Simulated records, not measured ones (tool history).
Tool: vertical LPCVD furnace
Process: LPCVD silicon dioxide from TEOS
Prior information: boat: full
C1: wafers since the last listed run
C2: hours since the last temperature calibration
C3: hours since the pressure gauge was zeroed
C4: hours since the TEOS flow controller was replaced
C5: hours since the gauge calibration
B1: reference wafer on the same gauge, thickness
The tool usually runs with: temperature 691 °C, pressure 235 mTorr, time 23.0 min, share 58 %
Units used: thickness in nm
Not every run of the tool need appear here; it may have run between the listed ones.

{"run": 1, "hour": 0.0, "temperature": 691, "pressure": 235, "time": 23.0, "share": 58, "C1": 0, "C2": 2960.3, "C3": 3742.8, "C4": 1724.5, "C5": 1970.9, "B1": 109.06, "thickness": 103.95}
{"run": 2, "hour": 36.4, "temperature": 691, "pressure": 235, "time": 23.0, "share": 58, "C1": 299, "C2": 2996.7, "C3": 3779.2, "C4": 1760.9, "C5": 2007.3, "B1": 108.94, "thickness": 103.91}
{"run": 3, "hour": 78.7, "temperature": 691, "pressure": 235, "time": 23.0, "share": 58, "C1": 348, "C2": 3039.0, "C3": 3821.5, "C4": 1803.2, "C5": 2049.6, "B1": 108.94, "thickness": 103.64}
{"run": 4, "hour": 179.2, "temperature": 691, "pressure": 235, "time": 23.0, "share": 58, "C1": 827, "C2": 3139.5, "C3": 3922.0, "C4": 1903.7, "C5": 2150.1, "B1": 109.05, "thickness": 103.69}
{"run": 5, "hour": 253.7, "temperature": 691, "pressure": 235, "time": 23.0, "share": 58, "C1": 613, "C2": 3214.0, "C3": 3996.5, "C4": 1978.2, "C5": 2224.6, "B1": 109.03, "thickness": 103.63}
{"run": 6, "hour": 311.7, "temperature": 691, "pressure": 235, "time": 23.0, "share": 58, "C1": 477, "C2": 3272.0, "C3": 4054.5, "C4": 2036.2, "C5": 2282.6, "B1": 109.09, "thickness": 103.84}
{"hour": 383.7, "done": "TEOS flow controller replaced"}
{"run": 7, "hour": 404.6, "temperature": 691, "pressure": 235, "time": 23.0, "share": 54, "C1": 567, "C2": 3364.9, "C3": 4147.4, "C4": 20.9, "C5": 2375.5, "B1": 108.95, "thickness": 101.26}
{"run": 8, "hour": 471.1, "temperature": 691, "pressure": 235, "time": 23.0, "share": 55, "C1": 547, "C2": 3431.4, "C3": 4213.9, "C4": 87.4, "C5": 2442.0, "B1": 108.96, "thickness": 102.18}
{"run": 9, "hour": 559.3, "temperature": 691, "pressure": 235, "time": 23.0, "share": 55, "C1": 726, "C2": 3519.6, "C3": 4302.1, "C4": 175.6, "C5": 2530.2, "B1": 109.01, "thickness": 101.84}
{"run": 10, "hour": 641.4, "temperature": 691, "pressure": 280, "time": 18.5, "share": 58, "C1": 676, "C2": 3601.7, "C3": 4384.2, "C4": 257.7, "C5": 2612.3, "B1": 109.03, "thickness": 91.61}
{"run": 11, "hour": 748.7, "temperature": 691, "pressure": 280, "time": 18.5, "share": 58, "C1": 883, "C2": 3709.0, "C3": 4491.5, "C4": 365.0, "C5": 2719.6, "B1": 108.93, "thickness": 91.96}
{"run": 12, "hour": 828.3, "temperature": 685, "pressure": 290, "time": 29.0, "share": 66, "C1": 655, "C2": 3788.6, "C3": 4571.1, "C4": 444.6, "C5": 2799.2, "B1": 108.94, "thickness": 135.9}
{"run": 13, "hour": 875.6, "temperature": 701, "pressure": 290, "time": 23.0, "share": 69, "C1": 389, "C2": 3835.9, "C3": 4618.4, "C4": 491.9, "C5": 2846.5, "B1": 109.01, "thickness": 160.22}
{"run": 14, "hour": 962.7, "temperature": 691, "pressure": 235, "time": 23.0, "share": 58, "C1": 717, "C2": 3923.0, "C3": 4705.5, "C4": 579.0, "C5": 2933.6, "B1": 108.94, "thickness": 104.57}
{"run": 15, "hour": 1044.9, "temperature": 691, "pressure": 180, "time": 18.5, "share": 63, "C1": 677, "C2": 4005.2, "C3": 4787.7, "C4": 661.2, "C5": 3015.8, "B1": 109.0, "thickness": 76.09}
{"hour": 1057.9, "done": "gauge calibrated"}
{"run": 16, "hour": 1094.7, "temperature": 691, "pressure": 205, "time": 23.0, "share": 58, "C1": 410, "C2": 4055.0, "C3": 4837.5, "C4": 711.0, "C5": 36.8, "B1": 109.03, "thickness": 96.76}
{"run": 17, "hour": 1156.9, "temperature": 698, "pressure": 215, "time": 16.5, "share": 66, "C1": 512, "C2": 4117.2, "C3": 4899.7, "C4": 773.2, "C5": 99.0, "B1": 108.98, "thickness": 89.54}
{"run": 18, "hour": 1234.8, "temperature": 691, "pressure": 235, "time": 23.0, "share": 58, "C1": 641, "C2": 4195.1, "C3": 4977.6, "C4": 851.1, "C5": 176.9, "B1": 108.96, "thickness": 103.64}
{"hour": 1302.4, "done": "thermocouples replaced and temperature profile calibrated"}
{"run": 19, "hour": 1302.9, "temperature": 685, "pressure": 275, "time": 23.0, "share": 58, "C1": 363, "C2": 0.5, "C3": 5045.7, "C4": 919.2, "C5": 245.0, "B1": 108.95, "thickness": 97.75}
{"hour": 1332.2, "done": "pressure gauge zeroed"}
{"run": 20, "hour": 1337.9, "temperature": 691, "pressure": 290, "time": 23.0, "share": 58, "C1": 90, "C2": 35.5, "C3": 5.7, "C4": 954.2, "C5": 280.0, "B1": 108.96, "thickness": 118.31}
{"run": 21, "hour": 1403.7, "temperature": 699, "pressure": 260, "time": 14.5, "share": 58, "C1": 541, "C2": 101.3, "C3": 71.5, "C4": 1020.0, "C5": 345.8, "B1": 109.06, "thickness": 85.27}
{"run": 22, "hour": 1450.3, "temperature": 691, "pressure": 235, "time": 23.0, "share": 58, "C1": 383, "C2": 147.9, "C3": 118.1, "C4": 1066.6, "C5": 392.4, "B1": 109.0, "thickness": 106.04}
{"run": 23, "hour": 1532.5, "temperature": 685, "pressure": 235, "time": 18.5, "share": 62, "C1": 677, "C2": 230.1, "C3": 200.3, "C4": 1148.8, "C5": 474.6, "B1": 108.93, "thickness": 76.63}
{"run": 24, "hour": 1633.3, "temperature": 698, "pressure": 215, "time": 30.0, "share": 61, "C1": 830, "C2": 330.9, "C3": 301.1, "C4": 1249.6, "C5": 575.4, "B1": 109.06, "thickness": 160.57}
{"run": 25, "hour": 1737.3, "temperature": 691, "pressure": 180, "time": 18.5, "share": 63, "C1": 856, "C2": 434.9, "C3": 405.1, "C4": 1353.6, "C5": 679.4, "B1": 109.01, "thickness": 77.79}
{"run": 26, "hour": 1778.5, "temperature": 691, "pressure": 250, "time": 23.0, "share": 58, "C1": 339, "C2": 476.1, "C3": 446.3, "C4": 1394.8, "C5": 720.6, "B1": 109.01, "thickness": 109.64}
{"run": 27, "hour": 1819.0, "temperature": 691, "pressure": 235, "time": 23.0, "share": 70, "C1": 333, "C2": 516.6, "C3": 486.8, "C4": 1435.3, "C5": 761.1, "B1": 109.0, "thickness": 116.6}
{"run": 28, "hour": 1905.9, "temperature": 691, "pressure": 235, "time": 23.0, "share": 58, "C1": 715, "C2": 603.5, "C3": 573.7, "C4": 1522.2, "C5": 848.0, "B1": 109.02, "thickness": 106.02}
{"run": 29, "hour": 1996.2, "temperature": 691, "pressure": 275, "time": 17.0, "share": 49, "C1": 743, "C2": 693.8, "C3": 664.0, "C4": 1612.5, "C5": 938.3, "B1": 109.05, "thickness": 77.51}
{"run": 30, "hour": 2097.6, "temperature": 686, "pressure": 235, "time": 23.0, "share": 46, "C1": 835, "C2": 795.2, "C3": 765.4, "C4": 1713.9, "C5": 1039.7, "B1": 108.94, "thickness": 83.7}
{"run": 31, "hour": 2159.0, "temperature": 691, "pressure": 235, "time": 23.0, "share": 58, "C1": 505, "C2": 856.6, "C3": 826.8, "C4": 1775.3, "C5": 1101.1, "B1": 108.99, "thickness": 105.11}
{"run": 32, "hour": 2217.0, "temperature": 691, "pressure": 200, "time": 23.0, "share": 58, "C1": 477, "C2": 914.6, "C3": 884.8, "C4": 1833.3, "C5": 1159.1, "B1": 109.02, "thickness": 97.41}

Some steps in thickness between neighbouring runs. How much of each would the tool show without its hidden state too (settings, what came in, random variation), and how much is left for the hidden state, with any gauge scatter that isn't in both results?
The hidden state here: true tube temperature minus thermocouple reading, K; true pressure minus gauge reading, mTorr; deviation of the TEOS flow from its setpoint, %; gauge reads high (%).
Run 6 -> 7: share 58 -> 54, TEOS flow controller replaced. thickness -2.58 nm: hidden state +1.01, all else -3.59.
Run 11 -> 12: temperature 691 -> 685, pressure 280 -> 290, time 18.5 -> 29.0, share 58 -> 66. thickness +43.94 nm: hidden state -0.78, all else +44.72.
Run 13 -> 14: temperature 701 -> 691, pressure 290 -> 235, share 69 -> 58. thickness -55.65 nm: hidden state +0.48, all else -56.13.
Run 19 -> 20: temperature 685 -> 691, pressure 275 -> 290, pressure gauge zeroed. thickness +20.56 nm: hidden state +2.06, all else +18.50.
Run 23 -> 24: temperature 685 -> 698, pressure 235 -> 215, time 18.5 -> 30.0, share 62 -> 61. thickness +83.94 nm: hidden state -0.52, all else +84.46.
Run 24 -> 25: temperature 698 -> 691, pressure 215 -> 180, time 30.0 -> 18.5, share 61 -> 63. thickness -82.78 nm: hidden state +0.31, all else -83.09.

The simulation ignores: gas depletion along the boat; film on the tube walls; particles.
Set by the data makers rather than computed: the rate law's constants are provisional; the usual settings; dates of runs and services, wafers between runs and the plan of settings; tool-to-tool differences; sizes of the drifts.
